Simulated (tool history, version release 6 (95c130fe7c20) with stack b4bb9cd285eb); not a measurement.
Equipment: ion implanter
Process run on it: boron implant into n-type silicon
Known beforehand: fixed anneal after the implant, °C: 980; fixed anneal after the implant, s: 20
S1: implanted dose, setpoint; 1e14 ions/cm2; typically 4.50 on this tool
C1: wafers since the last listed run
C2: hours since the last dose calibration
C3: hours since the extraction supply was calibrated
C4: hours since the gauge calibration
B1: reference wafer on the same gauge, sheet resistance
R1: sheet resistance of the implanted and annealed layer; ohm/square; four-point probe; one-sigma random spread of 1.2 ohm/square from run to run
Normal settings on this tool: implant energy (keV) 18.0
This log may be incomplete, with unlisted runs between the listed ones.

Run 1, hour 0.0: usual settings; C1 0; C2 147.6; C3 3068.4; C4 397.0; B1 259.12. Result: R1 245.99 ohm/square.
Run 2, hour 25.0: usual settings; C1 456; C2 172.6; C3 3093.4; C4 422.0; B1 258.96. Result: R1 246.10 ohm/square.
Run 3, hour 48.7: usual settings; C1 432; C2 196.3; C3 3117.1; C4 445.7; B1 259.23. Result: R1 248.05 ohm/square.
Run 4, hour 77.3: usual settings but S1 3.79 1e14 ions/cm2; C1 521; C2 224.9; C3 3145.7; C4 474.3; B1 259.30. Result: R1 283.73 ohm/square.
Run 5, hour 93.1: usual settings; C1 288; C2 240.7; C3 3161.5; C4 490.1; B1 258.70. Result: R1 247.46 ohm/square.
Run 6, hour 108.7: usual settings; C1 284; C2 256.3; C3 3177.1; C4 505.7; B1 258.95. Result: R1 246.88 ohm/square.
Run 7, hour 141.8: usual settings; C1 603; C2 289.4; C3 3210.2; C4 538.8; B1 259.16. Result: R1 246.79 ohm/square.
Run 8, hour 154.6: usual settings; C1 233; C2 302.2; C3 3223.0; C4 551.6; B1 258.98. Result: R1 248.48 ohm/square.
Run 9, hour 184.4: usual settings; C1 543; C2 332.0; C3 3252.8; C4 581.4; B1 258.96. Result: R1 249.24 ohm/square.
Run 10, hour 207.5: usual settings but implant energy (keV) 21.0; C1 421; C2 355.1; C3 3275.9; C4 604.5; B1 259.15. Result: R1 243.90 ohm/square.
Run 11, hour 228.4: usual settings; C1 381; C2 376.0; C3 3296.8; C4 625.4; B1 259.08. Result: R1 248.81 ohm/square.
At hour 230.1: gauge calibrated.
At hour 242.8: extraction supply calibrated.
Run 12, hour 243.3: usual settings; C1 125; C2 390.9; C3 0.5; C4 13.2; B1 258.97. Result: R1 249.59 ohm/square.
Run 13, hour 269.0: usual settings; C1 468; C2 416.6; C3 26.2; C4 38.9; B1 258.90. Result: R1 248.72 ohm/square.
Run 14, hour 300.1: usual settings; C1 567; C2 447.7; C3 57.3; C4 70.0; B1 259.16. Result: R1 250.26 ohm/square.
Run 15, hour 334.0: usual settings; C1 618; C2 481.6; C3 91.2; C4 103.9; B1 259.05. Result: R1 249.39 ohm/square.
Run 16, hour 385.5: usual settings but S1 5.09 1e14 ions/cm2, implant energy (keV) 21.0; C1 939; C2 533.1; C3 142.7; C4 155.4; B1 258.79. Result: R1 228.14 ohm/square.
At hour 413.7: Faraday cup replaced and dose calibrated.
Run 17, hour 414.2: usual settings but S1 3.17 1e14 ions/cm2, implant energy (keV) 21.0; C1 377; C2 0.5; C3 171.4; C4 184.1; B1 259.29. Result: R1 316.51 ohm/square.
Run 18, hour 423.8: usual settings but S1 5.13 1e14 ions/cm2, implant energy (keV) 21.0; C1 175; C2 10.1; C3 181.0; C4 193.7; B1 258.90. Result: R1 220.03 ohm/square.
Run 19, hour 448.1: usual settings but S1 4.05 1e14 ions/cm2, implant energy (keV) 14.0; C1 443; C2 34.4; C3 205.3; C4 218.0; B1 259.02. Result: R1 270.34 ohm/square.
Run 20, hour 461.8: usual settings; C1 249; C2 48.1; C3 219.0; C4 231.7; B1 259.42. Result: R1 244.08 ohm/square.
Run 21, hour 485.4: usual settings but S1 5.69 1e14 ions/cm2; C1 430; C2 71.7; C3 242.6; C4 255.3; B1 259.03. Result: R1 201.33 ohm/square.
Run 22, hour 498.3: usual settings but S1 3.40 1e14 ions/cm2, implant energy (keV) 13.0; C1 235; C2 84.6; C3 255.5; C4 268.2; B1 259.02. Result: R1 315.74 ohm/square.
Run 23, hour 530.2: usual settings; C1 581; C2 116.5; C3 287.4; C4 300.1; B1 259.14. Result: R1 244.46 ohm/square.
Run 24, hour 546.4: usual settings; C1 295; C2 132.7; C3 303.6; C4 316.3; B1 259.05. Result: R1 243.74 ohm/square.
Run 25, hour 576.0: usual settings but S1 4.13 1e14 ions/cm2, implant energy (keV) 16.5; C1 539; C2 162.3; C3 333.2; C4 345.9; B1 258.98. Result: R1 262.50 ohm/square.
Run 26, hour 594.1: usual settings but implant energy (keV) 14.5; C1 330; C2 180.4; C3 351.3; C4 364.0; B1 258.78. Result: R1 247.74 ohm/square.
Run 27, hour 606.7: usual settings but implant energy (keV) 23.0; C1 229; C2 193.0; C3 363.9; C4 376.6; B1 259.08. Result: R1 240.72 ohm/square.
Run 28, hour 634.7: usual settings; C1 510; C2 221.0; C3 391.9; C4 404.6; B1 258.93. Result: R1 245.16 ohm/square.
Run 29, hour 659.5: usual settings but S1 3.22 1e14 ions/cm2; C1 452; C2 245.8; C3 416.7; C4 429.4; B1 259.08. Result: R1 320.46 ohm/square.

Branching from run 29: 5 alternative next runs. What would each branch give?
Run A, hour 659.9: usual settings; C1 7; C2 246.2; C3 417.1; C4 429.8; B1 ?. Result: R1 ?.
Run B, hour 659.9: usual settings but S1 5.18 1e14 ions/cm2, implant energy (keV) 14.0; C1 7; C2 246.2; C3 417.1; C4 429.8; B1 ?. Result: R1 ?.
Run C, hour 659.9: usual settings but S1 4.10 1e14 ions/cm2, implant energy (keV) 14.5; C1 7; C2 246.2; C3 417.1; C4 429.8; B1 ?. Result: R1 ?.
Run D, hour 659.9: usual settings but S1 5.02 1e14 ions/cm2, implant energy (keV) 20.0; C1 7; C2 246.2; C3 417.1; C4 429.8; B1 ?. Result: R1 ?.
Run E, hour 659.9: usual settings but implant energy (keV) 12.5; C1 7; C2 246.2; C3 417.1; C4 429.8; B1 ?. Result: R1 ?.

run      B1      R1
  A  258.91  243.81
  B  258.91  220.86
  C  258.91  266.07
  D  258.91  222.18
  E  258.91  249.07
With the hidden condition removed and each run's random variation left untouched, the same runs would have given:
run      R1
  A  242.57
  B  219.73
  C  264.70
  D  221.04
  E  247.77
